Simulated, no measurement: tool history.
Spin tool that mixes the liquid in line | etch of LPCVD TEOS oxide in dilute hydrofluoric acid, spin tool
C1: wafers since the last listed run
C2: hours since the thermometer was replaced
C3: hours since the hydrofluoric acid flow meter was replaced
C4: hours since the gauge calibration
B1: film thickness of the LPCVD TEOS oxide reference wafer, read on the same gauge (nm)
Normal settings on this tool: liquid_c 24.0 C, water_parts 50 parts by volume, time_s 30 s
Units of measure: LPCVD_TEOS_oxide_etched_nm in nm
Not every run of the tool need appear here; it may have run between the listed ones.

{"run": 1, "day": 0.0, "liquid_c": 24.0, "water_parts": 50, "time_s": 30, "C1": 0, "C2": 1131.1, "C3": 56.2, "C4": 445.6, "B1": 59.42, "LPCVD_TEOS_oxide_etched_nm": 11.01}
{"run": 2, "day": 4.004, "liquid_c": 24.0, "water_parts": 50, "time_s": 30, "C1": 846, "C2": 1227.2, "C3": 152.3, "C4": 541.7, "B1": 59.33, "LPCVD_TEOS_oxide_etched_nm": 10.96}
{"run": 3, "day": 7.417, "liquid_c": 24.0, "water_parts": 50, "time_s": 30, "C1": 721, "C2": 1309.1, "C3": 234.2, "C4": 623.6, "B1": 59.23, "LPCVD_TEOS_oxide_etched_nm": 10.9}
{"run": 4, "day": 10.325, "liquid_c": 22.5, "water_parts": 55, "time_s": 30, "C1": 614, "C2": 1378.9, "C3": 304.0, "C4": 693.4, "B1": 59.17, "LPCVD_TEOS_oxide_etched_nm": 9.24}
{"day": 11.479, "done": "thermometer replaced"}
{"run": 5, "day": 13.212, "liquid_c": 24.0, "water_parts": 50, "time_s": 30, "C1": 601, "C2": 41.6, "C3": 373.3, "C4": 762.7, "B1": 59.05, "LPCVD_TEOS_oxide_etched_nm": 11.0}
{"run": 6, "day": 16.458, "liquid_c": 24.0, "water_parts": 50, "time_s": 30, "C1": 686, "C2": 119.5, "C3": 451.2, "C4": 840.6, "B1": 59.03, "LPCVD_TEOS_oxide_etched_nm": 10.98}
{"run": 7, "day": 18.271, "liquid_c": 24.0, "water_parts": 50, "time_s": 30, "C1": 383, "C2": 163.0, "C3": 494.7, "C4": 884.1, "B1": 58.92, "LPCVD_TEOS_oxide_etched_nm": 10.87}
{"run": 8, "day": 21.704, "liquid_c": 24.0, "water_parts": 55, "time_s": 30, "C1": 725, "C2": 245.4, "C3": 577.1, "C4": 966.5, "B1": 58.86, "LPCVD_TEOS_oxide_etched_nm": 9.79}
{"run": 9, "day": 23.3, "liquid_c": 24.0, "water_parts": 55, "time_s": 30, "C1": 337, "C2": 283.7, "C3": 615.4, "C4": 1004.8, "B1": 58.81, "LPCVD_TEOS_oxide_etched_nm": 9.76}
{"run": 10, "day": 24.921, "liquid_c": 24.0, "water_parts": 50, "time_s": 30, "C1": 342, "C2": 322.6, "C3": 654.3, "C4": 1043.7, "B1": 58.78, "LPCVD_TEOS_oxide_etched_nm": 10.9}
{"run": 11, "day": 28.912, "liquid_c": 26.5, "water_parts": 50, "time_s": 30, "C1": 843, "C2": 418.4, "C3": 750.1, "C4": 1139.5, "B1": 58.64, "LPCVD_TEOS_oxide_etched_nm": 12.1}
{"run": 12, "day": 31.029, "liquid_c": 26.0, "water_parts": 50, "time_s": 15, "C1": 447, "C2": 469.2, "C3": 800.9, "C4": 1190.3, "B1": 58.61, "LPCVD_TEOS_oxide_etched_nm": 5.84}
{"run": 13, "day": 34.788, "liquid_c": 27.5, "water_parts": 50, "time_s": 40, "C1": 794, "C2": 559.4, "C3": 891.1, "C4": 1280.5, "B1": 58.5, "LPCVD_TEOS_oxide_etched_nm": 16.76}
{"run": 14, "day": 38.796, "liquid_c": 24.0, "water_parts": 35, "time_s": 15, "C1": 847, "C2": 655.6, "C3": 987.3, "C4": 1376.7, "B1": 58.38, "LPCVD_TEOS_oxide_etched_nm": 7.86}
{"run": 15, "day": 42.983, "liquid_c": 26.0, "water_parts": 50, "time_s": 15, "C1": 885, "C2": 756.1, "C3": 1087.8, "C4": 1477.2, "B1": 58.3, "LPCVD_TEOS_oxide_etched_nm": 5.86}
{"run": 16, "day": 46.583, "liquid_c": 24.0, "water_parts": 50, "time_s": 30, "C1": 760, "C2": 842.5, "C3": 1174.2, "C4": 1563.6, "B1": 58.2, "LPCVD_TEOS_oxide_etched_nm": 10.72}
{"run": 17, "day": 50.05, "liquid_c": 21.0, "water_parts": 40, "time_s": 30, "C1": 732, "C2": 925.7, "C3": 1257.4, "C4": 1646.8, "B1": 58.1, "LPCVD_TEOS_oxide_etched_nm": 11.94}
{"day": 52.704, "done": "hydrofluoric acid flow meter replaced"}
{"run": 18, "day": 52.804, "liquid_c": 24.0, "water_parts": 50, "time_s": 30, "C1": 573, "C2": 991.8, "C3": 2.4, "C4": 1712.9, "B1": 58.0, "LPCVD_TEOS_oxide_etched_nm": 10.79}
{"run": 19, "day": 55.154, "liquid_c": 24.0, "water_parts": 50, "time_s": 30, "C1": 496, "C2": 1048.2, "C3": 58.8, "C4": 1769.3, "B1": 57.97, "LPCVD_TEOS_oxide_etched_nm": 10.73}
{"run": 20, "day": 57.4, "liquid_c": 22.0, "water_parts": 60, "time_s": 20, "C1": 474, "C2": 1102.1, "C3": 112.7, "C4": 1823.2, "B1": 57.89, "LPCVD_TEOS_oxide_etched_nm": 5.4}
{"day": 58.612, "done": "gauge calibrated"}
{"run": 21, "day": 61.479, "liquid_c": 20.0, "water_parts": 50, "time_s": 30, "C1": 862, "C2": 1200.0, "C3": 210.6, "C4": 68.8, "B1": 59.83, "LPCVD_TEOS_oxide_etched_nm": 9.32}
{"run": 22, "day": 65.525, "liquid_c": 24.0, "water_parts": 30, "time_s": 15, "C1": 855, "C2": 1297.1, "C3": 307.7, "C4": 165.9, "B1": 59.72, "LPCVD_TEOS_oxide_etched_nm": 9.49}
{"run": 23, "day": 69.912, "liquid_c": 24.0, "water_parts": 50, "time_s": 30, "C1": 927, "C2": 1402.4, "C3": 413.0, "C4": 271.2, "B1": 59.58, "LPCVD_TEOS_oxide_etched_nm": 11.03}
{"run": 24, "day": 74.367, "liquid_c": 24.0, "water_parts": 50, "time_s": 30, "C1": 941, "C2": 1509.3, "C3": 519.9, "C4": 378.1, "B1": 59.49, "LPCVD_TEOS_oxide_etched_nm": 10.96}
{"run": 25, "day": 75.879, "liquid_c": 27.5, "water_parts": 40, "time_s": 35, "C1": 319, "C2": 1545.6, "C3": 556.2, "C4": 414.4, "B1": 59.42, "LPCVD_TEOS_oxide_etched_nm": 18.66}
{"run": 26, "day": 78.662, "liquid_c": 24.0, "water_parts": 75, "time_s": 30, "C1": 588, "C2": 1612.4, "C3": 623.0, "C4": 481.2, "B1": 59.36, "LPCVD_TEOS_oxide_etched_nm": 7.07}
{"run": 27, "day": 81.621, "liquid_c": 24.0, "water_parts": 50, "time_s": 45, "C1": 625, "C2": 1683.4, "C3": 694.0, "C4": 552.2, "B1": 59.29, "LPCVD_TEOS_oxide_etched_nm": 16.16}
{"run": 28, "day": 84.367, "liquid_c": 24.0, "water_parts": 50, "time_s": 30, "C1": 580, "C2": 1749.3, "C3": 759.9, "C4": 618.1, "B1": 59.2, "LPCVD_TEOS_oxide_etched_nm": 11.01}
{"run": 29, "day": 88.212, "liquid_c": 24.0, "water_parts": 70, "time_s": 20, "C1": 812, "C2": 1841.6, "C3": 852.2, "C4": 710.4, "B1": 59.11, "LPCVD_TEOS_oxide_etched_nm": 5.04}
{"day": 88.604, "done": "thermometer replaced"}
{"run": 30, "day": 91.096, "liquid_c": 24.0, "water_parts": 50, "time_s": 20, "C1": 600, "C2": 59.8, "C3": 921.4, "C4": 779.6, "B1": 58.99, "LPCVD_TEOS_oxide_etched_nm": 7.24}
{"run": 31, "day": 92.725, "liquid_c": 24.0, "water_parts": 50, "time_s": 30, "C1": 344, "C2": 98.9, "C3": 960.5, "C4": 818.7, "B1": 59.01, "LPCVD_TEOS_oxide_etched_nm": 10.95}
{"run": 32, "day": 96.888, "liquid_c": 20.5, "water_parts": 60, "time_s": 30, "C1": 879, "C2": 198.8, "C3": 1060.4, "C4": 918.6, "B1": 58.86, "LPCVD_TEOS_oxide_etched_nm": 7.71}
{"run": 33, "day": 99.104, "liquid_c": 22.5, "water_parts": 45, "time_s": 20, "C1": 468, "C2": 252.0, "C3": 1113.6, "C4": 971.8, "B1": 58.8, "LPCVD_TEOS_oxide_etched_nm": 7.55}

Hidden condition of the tool, last listed run before each entry between runs versus first listed run after:
Between runs 4 and 5: thermometer replaced (day 11.479)
  gauge reads high (%): -1.4 -> -1.53
  measured minus no-state result, LPCVD_TEOS_oxide_etched_nm: -0.13 -> -0.18 nm
Between runs 17 and 18: hydrofluoric acid flow meter replaced (day 52.704)
  gauge reads high (%): -3.2 -> -3.32
  measured minus no-state result, LPCVD_TEOS_oxide_etched_nm: -0.40 -> -0.37 nm
Between runs 20 and 21: gauge calibrated (day 58.612)
  gauge reads high (%): -3.53 -> -0.281
  measured minus no-state result, LPCVD_TEOS_oxide_etched_nm: -0.20 -> -0.02 nm
Between runs 29 and 30: thermometer replaced (day 88.604)
  gauge reads high (%): -1.49 -> -1.62
  measured minus no-state result, LPCVD_TEOS_oxide_etched_nm: -0.08 -> -0.12 nm
